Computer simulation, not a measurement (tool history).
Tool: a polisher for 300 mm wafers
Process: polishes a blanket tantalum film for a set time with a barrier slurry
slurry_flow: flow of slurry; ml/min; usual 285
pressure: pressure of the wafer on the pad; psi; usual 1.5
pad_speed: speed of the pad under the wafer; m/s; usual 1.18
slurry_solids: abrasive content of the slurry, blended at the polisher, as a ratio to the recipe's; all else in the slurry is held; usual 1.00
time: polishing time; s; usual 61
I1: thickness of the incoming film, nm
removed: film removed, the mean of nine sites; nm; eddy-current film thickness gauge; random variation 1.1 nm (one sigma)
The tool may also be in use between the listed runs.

{"run": 1, "hour": 0.0, "slurry_flow": 285, "pressure": 1.5, "pad_speed": 1.18, "slurry_solids": 1.0, "time": 61, "I1": 289.6, "removed": 96.8}
{"hour": 43.7, "done": "slurry blender recalibrated"}
{"run": 2, "hour": 74.4, "slurry_flow": 285, "pressure": 1.5, "pad_speed": 1.3, "slurry_solids": 1.0, "time": 52, "I1": 290.4, "removed": 87.1}
{"run": 3, "hour": 135.9, "slurry_flow": 285, "pressure": 1.5, "pad_speed": 1.3, "slurry_solids": 1.0, "time": 52, "I1": 294.9, "removed": 90.8}
{"run": 4, "hour": 175.9, "slurry_flow": 285, "pressure": 1.5, "pad_speed": 1.18, "slurry_solids": 1.0, "time": 61, "I1": 294.7, "removed": 97.0}
{"run": 5, "hour": 460.8, "slurry_flow": 285, "pressure": 1.5, "pad_speed": 1.18, "slurry_solids": 1.0, "time": 61, "I1": 286.5, "removed": 94.5}
{"hour": 489.4, "done": "worn pad replaced by a new one"}
{"hour": 622.6, "done": "head pressure recalibrated"}
{"hour": 671.2, "done": "slurry nozzle cleaned"}
{"run": 6, "hour": 716.3, "slurry_flow": 285, "pressure": 1.5, "pad_speed": 1.18, "slurry_solids": 1.0, "time": 61, "I1": 287.8, "removed": 96.5}
{"hour": 754.1, "done": "slurry blender recalibrated"}
{"run": 7, "hour": 761.9, "slurry_flow": 285, "pressure": 1.5, "pad_speed": 1.18, "slurry_solids": 1.0, "time": 61, "I1": 288.2, "removed": 94.6}
{"run": 8, "hour": 853.3, "slurry_flow": 285, "pressure": 1.5, "pad_speed": 1.18, "slurry_solids": 1.0, "time": 61, "I1": 290.5, "removed": 94.4}
{"run": 9, "hour": 976.8, "slurry_flow": 285, "pressure": 1.5, "pad_speed": 1.18, "slurry_solids": 0.8, "time": 52, "I1": 291.3, "removed": 76.9}
{"run": 10, "hour": 1064.6, "slurry_flow": 285, "pressure": 1.5, "pad_speed": 1.18, "slurry_solids": 1.0, "time": 61, "I1": 291.7, "removed": 94.1}
{"run": 11, "hour": 1168.5, "slurry_flow": 285, "pressure": 1.5, "pad_speed": 1.18, "slurry_solids": 1.0, "time": 61, "I1": 292.4, "removed": 93.0}
{"hour": 1190.0, "done": "worn pad replaced by a new one"}
{"run": 12, "hour": 1250.6, "slurry_flow": 360, "pressure": 1.5, "pad_speed": 1.36, "slurry_solids": 1.0, "time": 61, "I1": 294.9, "removed": 108.7}
{"run": 13, "hour": 1304.9, "slurry_flow": 285, "pressure": 1.5, "pad_speed": 1.18, "slurry_solids": 1.2, "time": 61, "I1": 290.8, "removed": 96.6}
{"hour": 1339.1, "done": "head pressure recalibrated"}
{"hour": 1349.8, "done": "slurry nozzle cleaned"}
{"run": 14, "hour": 1400.9, "slurry_flow": 285, "pressure": 1.5, "pad_speed": 1.18, "slurry_solids": 1.0, "time": 61, "I1": 289.9, "removed": 95.9}
{"run": 15, "hour": 1442.4, "slurry_flow": 285, "pressure": 1.5, "pad_speed": 1.3, "slurry_solids": 1.0, "time": 52, "I1": 287.9, "removed": 89.1}
{"hour": 1544.6, "done": "slurry blender recalibrated"}
{"run": 16, "hour": 1672.6, "slurry_flow": 200, "pressure": 1.5, "pad_speed": 1.18, "slurry_solids": 1.0, "time": 61, "I1": 290.4, "removed": 92.6}
{"run": 17, "hour": 1752.3, "slurry_flow": 285, "pressure": 1.5, "pad_speed": 1.18, "slurry_solids": 1.0, "time": 61, "I1": 290.2, "removed": 94.5}
{"hour": 1852.7, "done": "worn pad replaced by a new one"}
{"run": 18, "hour": 1854.1, "slurry_flow": 285, "pressure": 1.6, "pad_speed": 1.18, "slurry_solids": 1.0, "time": 61, "I1": 286.0, "removed": 101.5}
{"run": 19, "hour": 1911.6, "slurry_flow": 285, "pressure": 1.3, "pad_speed": 1.18, "slurry_solids": 1.15, "time": 61, "I1": 292.7, "removed": 83.8}
{"run": 20, "hour": 1976.5, "slurry_flow": 285, "pressure": 1.5, "pad_speed": 1.18, "slurry_solids": 1.0, "time": 61, "I1": 286.5, "removed": 93.9}
{"hour": 1993.7, "done": "head pressure recalibrated"}
{"run": 21, "hour": 2081.0, "slurry_flow": 310, "pressure": 1.5, "pad_speed": 1.18, "slurry_solids": 0.85, "time": 61, "I1": 291.4, "removed": 87.5}
{"run": 22, "hour": 2167.6, "slurry_flow": 285, "pressure": 1.5, "pad_speed": 1.18, "slurry_solids": 1.0, "time": 61, "I1": 292.1, "removed": 90.8}
{"hour": 2174.1, "done": "slurry nozzle cleaned"}
{"hour": 2243.7, "done": "slurry blender recalibrated"}
{"run": 23, "hour": 2262.2, "slurry_flow": 285, "pressure": 1.5, "pad_speed": 1.18, "slurry_solids": 1.0, "time": 73, "I1": 292.4, "removed": 113.7}
{"run": 24, "hour": 2340.7, "slurry_flow": 250, "pressure": 1.5, "pad_speed": 1.18, "slurry_solids": 1.0, "time": 61, "I1": 291.1, "removed": 95.1}
{"run": 25, "hour": 2380.0, "slurry_flow": 285, "pressure": 1.1, "pad_speed": 1.18, "slurry_solids": 1.0, "time": 61, "I1": 287.5, "removed": 71.6}
{"run": 26, "hour": 2471.7, "slurry_flow": 285, "pressure": 1.5, "pad_speed": 1.18, "slurry_solids": 1.0, "time": 67, "I1": 289.2, "removed": 107.5}
{"run": 27, "hour": 2526.5, "slurry_flow": 285, "pressure": 1.5, "pad_speed": 1.18, "slurry_solids": 1.0, "time": 61, "I1": 292.7, "removed": 93.8}
{"run": 28, "hour": 2575.4, "slurry_flow": 200, "pressure": 1.5, "pad_speed": 1.18, "slurry_solids": 1.0, "time": 61, "I1": 289.8, "removed": 94.0}
{"hour": 2586.5, "done": "worn pad replaced by a new one"}
{"run": 29, "hour": 2675.7, "slurry_flow": 360, "pressure": 1.5, "pad_speed": 1.18, "slurry_solids": 1.0, "time": 61, "I1": 289.3, "removed": 97.4}
{"run": 30, "hour": 2735.8, "slurry_flow": 285, "pressure": 1.5, "pad_speed": 1.18, "slurry_solids": 1.0, "time": 61, "I1": 292.7, "removed": 94.5}

The same runs without the tool's hidden state, with the same run-to-run variation:
The hidden state here: removal rate lost through wear of the pad, %; slurry flow missing at the pad, %; deviation of the head's pressure from its setpoint, %; abrasive missing from the slurry, %.
run=1 removed=97.1
run=2 removed=87.3
run=3 removed=91.2
run=4 removed=97.4
run=5 removed=96.3
run=6 removed=96.8
run=7 removed=94.9
run=8 removed=94.9
run=9 removed=77.5
run=10 removed=95.4
run=11 removed=94.9
run=12 removed=111.2
run=13 removed=99.9
run=14 removed=96.3
run=15 removed=89.5
run=16 removed=93.9
run=17 removed=95.9
run=18 removed=103.7
run=19 removed=86.0
run=20 removed=97.1
run=21 removed=91.7
run=22 removed=97.3
run=23 removed=113.9
run=24 removed=95.4
run=25 removed=71.8
run=26 removed=108.2
run=27 removed=94.7
run=28 removed=95.5
run=29 removed=98.8
run=30 removed=96.7

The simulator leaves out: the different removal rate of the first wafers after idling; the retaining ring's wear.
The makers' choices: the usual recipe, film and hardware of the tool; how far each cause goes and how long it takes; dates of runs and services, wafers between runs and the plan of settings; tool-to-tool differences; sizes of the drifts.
